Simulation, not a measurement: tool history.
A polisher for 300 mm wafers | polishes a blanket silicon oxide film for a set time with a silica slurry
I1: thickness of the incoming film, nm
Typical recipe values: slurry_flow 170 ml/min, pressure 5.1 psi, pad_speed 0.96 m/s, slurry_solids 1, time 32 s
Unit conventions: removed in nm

run 1 hour=0 | slurry_flow=170 pressure=5.1 pad_speed=0.96 slurry_solids=1 time=32 | I1=1048.6 | removed=109.5
run 2 hour=12.5 | slurry_flow=170 pressure=5.1 pad_speed=0.96 slurry_solids=1 time=32 | I1=1048.8 | removed=108.6
run 3 hour=19.1 | slurry_flow=170 pressure=5.1 pad_speed=0.96 slurry_solids=1 time=32 | I1=1038.8 | removed=107.1
-- hour=33.5 worn pad replaced by a new one
run 4 hour=34 | slurry_flow=170 pressure=3.8 pad_speed=0.96 slurry_solids=1 time=32 | I1=1049.8 | removed=83.5
run 5 hour=47.8 | slurry_flow=170 pressure=3.8 pad_speed=0.96 slurry_solids=1 time=32 | I1=1043.8 | removed=80.8
run 6 hour=56.7 | slurry_flow=170 pressure=3.8 pad_speed=0.96 slurry_solids=1 time=32 | I1=1065.5 | removed=81.4
run 7 hour=72.6 | slurry_flow=130 pressure=5.1 pad_speed=0.96 slurry_solids=1 time=32 | I1=1052.4 | removed=103.6
-- hour=74.2 slurry nozzle cleaned
-- hour=80.8 conditioning disc replaced and pad reconditioned
run 8 hour=84.2 | slurry_flow=170 pressure=5.1 pad_speed=0.96 slurry_solids=1 time=32 | I1=1041 | removed=121.6
-- hour=91 head pressure recalibrated
-- hour=94.8 slurry blender recalibrated
-- hour=99.4 worn pad replaced by a new one, of another model than before
run 9 hour=99.9 | slurry_flow=170 pressure=5.1 pad_speed=0.96 slurry_solids=1 time=32 | I1=1039.6 | removed=122.5
run 10 hour=111.2 | slurry_flow=130 pressure=5.1 pad_speed=1.08 slurry_solids=1 time=32 | I1=1037.8 | removed=127
run 11 hour=128.1 | slurry_flow=150 pressure=6.3 pad_speed=1.18 slurry_solids=1 time=36 | I1=1054.9 | removed=166
run 12 hour=137.1 | slurry_flow=170 pressure=5.1 pad_speed=0.96 slurry_solids=0.8 time=32 | I1=1070.2 | removed=112.5
run 13 hour=149.3 | slurry_flow=170 pressure=5.1 pad_speed=0.96 slurry_solids=1 time=32 | I1=1046.8 | removed=119.1
-- hour=166.9 worn pad replaced by a new one
run 14 hour=172.6 | slurry_flow=135 pressure=4.5 pad_speed=0.84 slurry_solids=1 time=32 | I1=1062.3 | removed=103.7
run 15 hour=183.3 | slurry_flow=170 pressure=5.1 pad_speed=0.96 slurry_solids=1 time=32 | I1=1047.9 | removed=117.6
run 16 hour=196.6 | slurry_flow=170 pressure=5.1 pad_speed=1.1 slurry_solids=1 time=32 | I1=1053.7 | removed=128.1
run 17 hour=206.8 | slurry_flow=170 pressure=5.1 pad_speed=0.96 slurry_solids=1.25 time=32 | I1=1060.7 | removed=129.3
run 18 hour=213.4 | slurry_flow=170 pressure=5.1 pad_speed=0.96 slurry_solids=1 time=32 | I1=1054.9 | removed=118.1

Run-by-run hidden state of the tool:
removal rate lost through wear of the pad, %: 0 on each run
slurry flow missing at the pad, %: 0 on each run
deviation of the head's pressure from its setpoint, %: 0 on each run
abrasive missing from the slurry, %: 0 on each run
H1: time polished since the conditioner stopped cutting, s
run=1 H1=181
run=2 H1=193
run=3 H1=200
run=4 H1=215
run=5 H1=230
run=6 H1=239
run=7 H1=257
run=8 H1=47.4
run=9 H1=47.9
run=10 H1=48.6
run=11 H1=50.3
run=12 H1=51.5
run=13 H1=53.4
run=14 H1=58.3
run=15 H1=60.9
run=16 H1=64.7
run=17 H1=67.9
run=18 H1=70.1
